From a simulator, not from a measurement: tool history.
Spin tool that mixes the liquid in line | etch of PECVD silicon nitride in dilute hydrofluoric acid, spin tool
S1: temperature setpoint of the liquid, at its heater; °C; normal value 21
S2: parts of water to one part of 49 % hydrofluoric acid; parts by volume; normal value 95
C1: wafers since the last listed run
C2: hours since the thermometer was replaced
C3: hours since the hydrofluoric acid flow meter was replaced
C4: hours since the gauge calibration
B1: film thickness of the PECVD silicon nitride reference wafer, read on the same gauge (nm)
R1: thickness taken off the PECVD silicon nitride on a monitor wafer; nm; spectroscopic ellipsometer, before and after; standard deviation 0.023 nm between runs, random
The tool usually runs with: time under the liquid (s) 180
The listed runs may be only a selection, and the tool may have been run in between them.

{"run": 1, "day": 0.0, "S1": 21, "S2": 95, "time under the liquid (s)": 180, "C1": 0, "C2": 731.7, "C3": 442.8, "C4": 759.6, "B1": 110.003, "R1": 3.124}
{"run": 2, "day": 2.292, "S1": 21, "S2": 95, "time under the liquid (s)": 180, "C1": 478, "C2": 786.7, "C3": 497.8, "C4": 814.6, "B1": 110.004, "R1": 3.104}
{"run": 3, "day": 6.004, "S1": 21, "S2": 95, "time under the liquid (s)": 180, "C1": 774, "C2": 875.8, "C3": 586.9, "C4": 903.7, "B1": 110.041, "R1": 3.222}
{"day": 7.296, "done": "hydrofluoric acid flow meter replaced"}
{"run": 4, "day": 9.446, "S1": 23.5, "S2": 95, "time under the liquid (s)": 180, "C1": 709, "C2": 958.4, "C3": 51.6, "C4": 986.3, "B1": 110.018, "R1": 3.505}
{"run": 5, "day": 13.679, "S1": 23.5, "S2": 95, "time under the liquid (s)": 180, "C1": 883, "C2": 1060, "C3": 153.2, "C4": 1087.9, "B1": 110.002, "R1": 3.547}
{"run": 6, "day": 18.071, "S1": 23.5, "S2": 95, "time under the liquid (s)": 180, "C1": 916, "C2": 1165.4, "C3": 258.6, "C4": 1193.3, "B1": 109.95, "R1": 3.621}
{"run": 7, "day": 20.617, "S1": 21, "S2": 95, "time under the liquid (s)": 180, "C1": 531, "C2": 1226.5, "C3": 319.7, "C4": 1254.4, "B1": 109.995, "R1": 3.062}
{"run": 8, "day": 23.033, "S1": 21, "S2": 95, "time under the liquid (s)": 180, "C1": 504, "C2": 1284.5, "C3": 377.7, "C4": 1312.4, "B1": 109.998, "R1": 3.151}
{"run": 9, "day": 25.779, "S1": 21, "S2": 65, "time under the liquid (s)": 180, "C1": 572, "C2": 1350.4, "C3": 443.6, "C4": 1378.3, "B1": 110.003, "R1": 4.526}
{"run": 10, "day": 28.171, "S1": 21, "S2": 65, "time under the liquid (s)": 180, "C1": 498, "C2": 1407.8, "C3": 501, "C4": 1435.7, "B1": 110.002, "R1": 4.621}
{"run": 11, "day": 31.354, "S1": 21, "S2": 95, "time under the liquid (s)": 180, "C1": 664, "C2": 1484.2, "C3": 577.4, "C4": 1512.1, "B1": 109.988, "R1": 3.207}
{"day": 31.396, "done": "hydrofluoric acid flow meter replaced"}
{"run": 12, "day": 34.025, "S1": 21, "S2": 95, "time under the liquid (s)": 180, "C1": 548, "C2": 1548.3, "C3": 63.1, "C4": 1576.2, "B1": 110.012, "R1": 3.026}
{"run": 13, "day": 36.671, "S1": 21, "S2": 95, "time under the liquid (s)": 180, "C1": 551, "C2": 1611.8, "C3": 126.6, "C4": 1639.7, "B1": 110.01, "R1": 3.012}
{"run": 14, "day": 38.533, "S1": 23.5, "S2": 65, "time under the liquid (s)": 225, "C1": 388, "C2": 1656.5, "C3": 171.3, "C4": 1684.4, "B1": 110.005, "R1": 6.5}
{"day": 40.442, "done": "gauge calibrated"}
{"run": 15, "day": 40.679, "S1": 21, "S2": 95, "time under the liquid (s)": 225, "C1": 447, "C2": 1708, "C3": 222.8, "C4": 5.7, "B1": 109.995, "R1": 3.785}
{"run": 16, "day": 44.362, "S1": 17, "S2": 95, "time under the liquid (s)": 180, "C1": 768, "C2": 1796.4, "C3": 311.2, "C4": 94.1, "B1": 109.992, "R1": 2.332}
{"day": 45.608, "done": "thermometer replaced"}
{"run": 17, "day": 46.792, "S1": 21, "S2": 95, "time under the liquid (s)": 180, "C1": 498, "C2": 28.4, "C3": 369.5, "C4": 152.4, "B1": 110.02, "R1": 3.126}
{"run": 18, "day": 48.483, "S1": 17, "S2": 120, "time under the liquid (s)": 240, "C1": 352, "C2": 69, "C3": 410.1, "C4": 193, "B1": 109.978, "R1": 2.521}
{"run": 19, "day": 50.762, "S1": 21, "S2": 110, "time under the liquid (s)": 180, "C1": 475, "C2": 123.7, "C3": 464.8, "C4": 247.7, "B1": 109.996, "R1": 2.739}
{"run": 20, "day": 54.567, "S1": 21, "S2": 95, "time under the liquid (s)": 270, "C1": 793, "C2": 215, "C3": 556.1, "C4": 339, "B1": 110.017, "R1": 4.735}
{"day": 56.358, "done": "hydrofluoric acid flow meter replaced"}
{"run": 21, "day": 58.571, "S1": 23, "S2": 115, "time under the liquid (s)": 180, "C1": 826, "C2": 311.1, "C3": 53.1, "C4": 435.1, "B1": 109.99, "R1": 2.815}
{"run": 22, "day": 65.817, "S1": 23, "S2": 140, "time under the liquid (s)": 130, "C1": 1511, "C2": 485, "C3": 227, "C4": 609, "B1": 110.002, "R1": 1.721}
{"run": 23, "day": 77.258, "S1": 21, "S2": 95, "time under the liquid (s)": 180, "C1": 2386, "C2": 759.6, "C3": 501.6, "C4": 883.6, "B1": 109.965, "R1": 3.161}
{"run": 24, "day": 80.717, "S1": 25.5, "S2": 75, "time under the liquid (s)": 180, "C1": 721, "C2": 842.6, "C3": 584.6, "C4": 966.6, "B1": 110.003, "R1": 5.46}
{"run": 25, "day": 83.454, "S1": 21, "S2": 60, "time under the liquid (s)": 230, "C1": 571, "C2": 908.3, "C3": 650.3, "C4": 1032.3, "B1": 109.99, "R1": 6.376}
{"day": 83.533, "done": "hydrofluoric acid flow meter replaced"}
{"run": 26, "day": 86.654, "S1": 21, "S2": 95, "time under the liquid (s)": 180, "C1": 658, "C2": 985.1, "C3": 74.9, "C4": 1109.1, "B1": 110.022, "R1": 3.006}

Alternative continuations, all from the tool just after run 26; predict every row:
{"run": "A", "day": 86.675, "S1": 18.5, "S2": 95, "time under the liquid (s)": 180, "C1": 4, "C2": 985.6, "C3": 75.4, "C4": 1109.6, "B1": "?", "R1": "?"}
{"run": "B", "day": 86.675, "S1": 25.5, "S2": 110, "time under the liquid (s)": 150, "C1": 4, "C2": 985.6, "C3": 75.4, "C4": 1109.6, "B1": "?", "R1": "?"}
{"run": "C", "day": 86.675, "S1": 25.5, "S2": 95, "time under the liquid (s)": 115, "C1": 4, "C2": 985.6, "C3": 75.4, "C4": 1109.6, "B1": "?", "R1": "?"}
{"run": "D", "day": 86.675, "S1": 17, "S2": 65, "time under the liquid (s)": 130, "C1": 4, "C2": 985.6, "C3": 75.4, "C4": 1109.6, "B1": "?", "R1": "?"}
{"run": "E", "day": 86.675, "S1": 21, "S2": 120, "time under the liquid (s)": 180, "C1": 4, "C2": 985.6, "C3": 75.4, "C4": 1109.6, "B1": "?", "R1": "?"}

run=A B1=110.017 R1=2.529
run=B B1=110.017 R1=2.916
run=C B1=110.017 R1=2.586
run=D B1=110.017 R1=2.378
run=E B1=110.017 R1=2.388
With no hidden state in the tool, these same runs would have given:
run=A R1=2.5
run=B R1=2.882
run=C R1=2.556
run=D R1=2.351
run=E R1=2.36

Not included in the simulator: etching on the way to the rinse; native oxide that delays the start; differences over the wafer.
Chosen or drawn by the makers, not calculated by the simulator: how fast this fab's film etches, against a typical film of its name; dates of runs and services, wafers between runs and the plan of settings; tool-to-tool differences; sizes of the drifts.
